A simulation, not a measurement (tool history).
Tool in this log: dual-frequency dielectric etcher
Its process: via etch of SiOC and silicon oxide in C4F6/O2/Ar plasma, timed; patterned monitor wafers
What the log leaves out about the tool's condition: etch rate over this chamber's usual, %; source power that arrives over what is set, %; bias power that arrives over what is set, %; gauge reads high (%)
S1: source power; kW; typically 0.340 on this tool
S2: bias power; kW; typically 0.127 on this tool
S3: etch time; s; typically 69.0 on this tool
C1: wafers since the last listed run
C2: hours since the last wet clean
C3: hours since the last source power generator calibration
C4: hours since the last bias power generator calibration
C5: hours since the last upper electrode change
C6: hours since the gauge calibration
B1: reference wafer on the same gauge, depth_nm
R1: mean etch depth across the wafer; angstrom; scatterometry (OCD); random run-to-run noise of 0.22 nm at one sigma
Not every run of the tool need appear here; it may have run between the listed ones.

run 1 hour=0.0 | S1=0.340 S2=0.138 S3=62.5 | C1=0 C2=485.3 C3=1822.8 C4=1245.7 C5=4699.6 C6=68.9 | B1=60.5 | R1=515
run 2 hour=6.1 | S1=0.340 S2=0.138 S3=62.5 | C1=87 C2=491.4 C3=1828.9 C4=1251.8 C5=4705.7 C6=75.0 | B1=60.4 | R1=514
run 3 hour=48.0 | S1=0.340 S2=0.127 S3=69.0 | C1=604 C2=533.3 C3=1870.8 C4=1293.7 C5=4747.6 C6=116.9 | B1=60.5 | R1=553
run 4 hour=55.9 | S1=0.340 S2=0.127 S3=69.0 | C1=113 C2=541.2 C3=1878.7 C4=1301.6 C5=4755.5 C6=124.8 | B1=60.5 | R1=548
-- hour=92.0 upper electrode replaced
-- hour=104.1 wet clean of the chamber
run 5 hour=104.6 | S1=0.340 S2=0.127 S3=69.0 | C1=182 C2=0.5 C3=1927.4 C4=1350.3 C5=12.6 C6=173.5 | B1=60.5 | R1=580
run 6 hour=104.9 | S1=0.340 S2=0.127 S3=78.5 | C1=4 C2=0.8 C3=1927.7 C4=1350.6 C5=12.9 C6=173.8 | B1=60.5 | R1=659
run 7 hour=105.3 | S1=0.340 S2=0.151 S3=69.0 | C1=5 C2=1.2 C3=1928.1 C4=1351.0 C5=13.3 C6=174.2 | B1=60.5 | R1=608
-- hour=114.5 bias power generator calibrated
run 8 hour=115.0 | S1=0.340 S2=0.151 S3=69.0 | C1=82 C2=10.9 C3=1937.8 C4=0.5 C5=23.0 C6=183.9 | B1=60.5 | R1=614
-- hour=121.6 source power generator calibrated
run 9 hour=124.6 | S1=0.420 S2=0.127 S3=86.5 | C1=80 C2=20.5 C3=3.0 C4=10.1 C5=32.6 C6=193.5 | B1=60.5 | R1=787
run 10 hour=138.2 | S1=0.290 S2=0.116 S3=85.5 | C1=196 C2=34.1 C3=16.6 C4=23.7 C5=46.2 C6=207.1 | B1=60.5 | R1=655
run 11 hour=148.2 | S1=0.340 S2=0.116 S3=69.0 | C1=144 C2=44.1 C3=26.6 C4=33.7 C5=56.2 C6=217.1 | B1=60.5 | R1=560
-- hour=161.3 gauge calibrated
run 12 hour=163.3 | S1=0.340 S2=0.127 S3=69.0 | C1=217 C2=59.2 C3=41.7 C4=48.8 C5=71.3 C6=2.0 | B1=60.5 | R1=579
run 13 hour=171.6 | S1=0.370 S2=0.099 S3=78.0 | C1=119 C2=67.5 C3=50.0 C4=57.1 C5=79.6 C6=10.3 | B1=60.5 | R1=630
run 14 hour=185.9 | S1=0.370 S2=0.102 S3=54.5 | C1=206 C2=81.8 C3=64.3 C4=71.4 C5=93.9 C6=24.6 | B1=60.5 | R1=443
run 15 hour=193.6 | S1=0.340 S2=0.127 S3=69.0 | C1=111 C2=89.5 C3=72.0 C4=79.1 C5=101.6 C6=32.3 | B1=60.5 | R1=573
run 16 hour=211.2 | S1=0.370 S2=0.117 S3=51.5 | C1=253 C2=107.1 C3=89.6 C4=96.7 C5=119.2 C6=49.9 | B1=60.5 | R1=434

Branching from run 16: 4 alternative next runs. What would each branch give?
run A hour=211.6 | S1=0.280 S2=0.127 S3=69.0 | C1=5 C2=107.5 C3=90.0 C4=97.1 C5=119.6 C6=50.3 | B1=? | R1=?
run B hour=211.6 | S1=0.340 S2=0.115 S3=62.5 | C1=5 C2=107.5 C3=90.0 C4=97.1 C5=119.6 C6=50.3 | B1=? | R1=?
run C hour=211.6 | S1=0.310 S2=0.158 S3=59.0 | C1=5 C2=107.5 C3=90.0 C4=97.1 C5=119.6 C6=50.3 | B1=? | R1=?
run D hour=211.6 | S1=0.340 S2=0.135 S3=88.0 | C1=5 C2=107.5 C3=90.0 C4=97.1 C5=119.6 C6=50.3 | B1=? | R1=?

run=A B1=60.5 R1=532
run=B B1=60.5 R1=508
run=C B1=60.5 R1=507
run=D B1=60.5 R1=748
What these runs would have given with no unlogged condition in the tool:
run=A R1=536
run=B R1=511
run=C R1=510
run=D R1=754
